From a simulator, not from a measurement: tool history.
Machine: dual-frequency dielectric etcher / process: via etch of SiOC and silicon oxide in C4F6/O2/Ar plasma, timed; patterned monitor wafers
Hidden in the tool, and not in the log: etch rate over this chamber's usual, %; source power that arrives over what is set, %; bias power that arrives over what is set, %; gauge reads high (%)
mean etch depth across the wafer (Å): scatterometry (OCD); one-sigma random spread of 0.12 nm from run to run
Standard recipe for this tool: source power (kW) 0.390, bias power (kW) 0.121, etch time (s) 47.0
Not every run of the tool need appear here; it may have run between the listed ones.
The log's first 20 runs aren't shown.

run	hour	source power (kW)	bias power (kW)	etch time (s)	wafers since the last listed run	hours since the last wet clean	hours since the last source power generator calibration	hours since the last bias power generator calibration	hours since the last upper electrode change	hours since the gauge calibration	read-back reference wafer on the same gauge, depth_nm	mean etch depth across the wafer (Å)
21	1214.0	0.300	0.121	47.0	1183	377.6	4617.6	231.3	559.2	523.3	51.67	410.8
# hour 1265.3: source power generator calibrated
# hour 1289.4: wet clean of the chamber
22	1289.9	0.390	0.112	47.0	852	0.5	24.6	307.2	635.1	599.2	51.68	431.0
23	1337.1	0.290	0.112	47.0	839	47.7	71.8	354.4	682.3	646.4	51.67	392.0
24	1365.0	0.430	0.121	56.5	496	75.6	99.7	382.3	710.2	674.3	51.62	544.4
25	1498.3	0.390	0.121	47.0	2371	208.9	233.0	515.6	843.5	807.6	51.72	440.7
26	1548.9	0.320	0.108	61.0	900	259.5	283.6	566.2	894.1	858.2	51.67	528.5
27	1582.8	0.390	0.121	47.0	603	293.4	317.5	600.1	928.0	892.1	51.78	443.9
28	1631.9	0.420	0.139	56.5	873	342.5	366.6	649.2	977.1	941.2	51.67	564.2
29	1675.0	0.390	0.121	55.0	766	385.6	409.7	692.3	1020.2	984.3	51.77	523.1
# hour 1763.6: wet clean of the chamber
30	1764.1	0.390	0.121	47.0	1158	0.5	498.8	781.4	1109.3	1073.4	51.71	434.1

Each row is a separate what-if for the run after 30, all from the same tool condition, not one after another. Results?
A	1764.5	0.390	0.121	47.0	7	0.9	499.2	781.8	1109.7	1073.8	?	?
B	1764.5	0.420	0.149	40.5	7	0.9	499.2	781.8	1109.7	1073.8	?	?
C	1764.5	0.330	0.121	36.0	7	0.9	499.2	781.8	1109.7	1073.8	?	?
D	1764.5	0.300	0.132	54.0	7	0.9	499.2	781.8	1109.7	1073.8	?	?

run	read-back reference wafer on the same gauge, depth_nm	mean etch depth across the wafer (Å)
A	51.70	433.9
B	51.70	400.6
C	51.70	315.3
D	51.70	468.0
Stripped of hidden state, with their random variation kept, the same runs would have yielded:
run	mean etch depth across the wafer (Å)
A	434.9
B	401.5
C	316.0
D	469.1

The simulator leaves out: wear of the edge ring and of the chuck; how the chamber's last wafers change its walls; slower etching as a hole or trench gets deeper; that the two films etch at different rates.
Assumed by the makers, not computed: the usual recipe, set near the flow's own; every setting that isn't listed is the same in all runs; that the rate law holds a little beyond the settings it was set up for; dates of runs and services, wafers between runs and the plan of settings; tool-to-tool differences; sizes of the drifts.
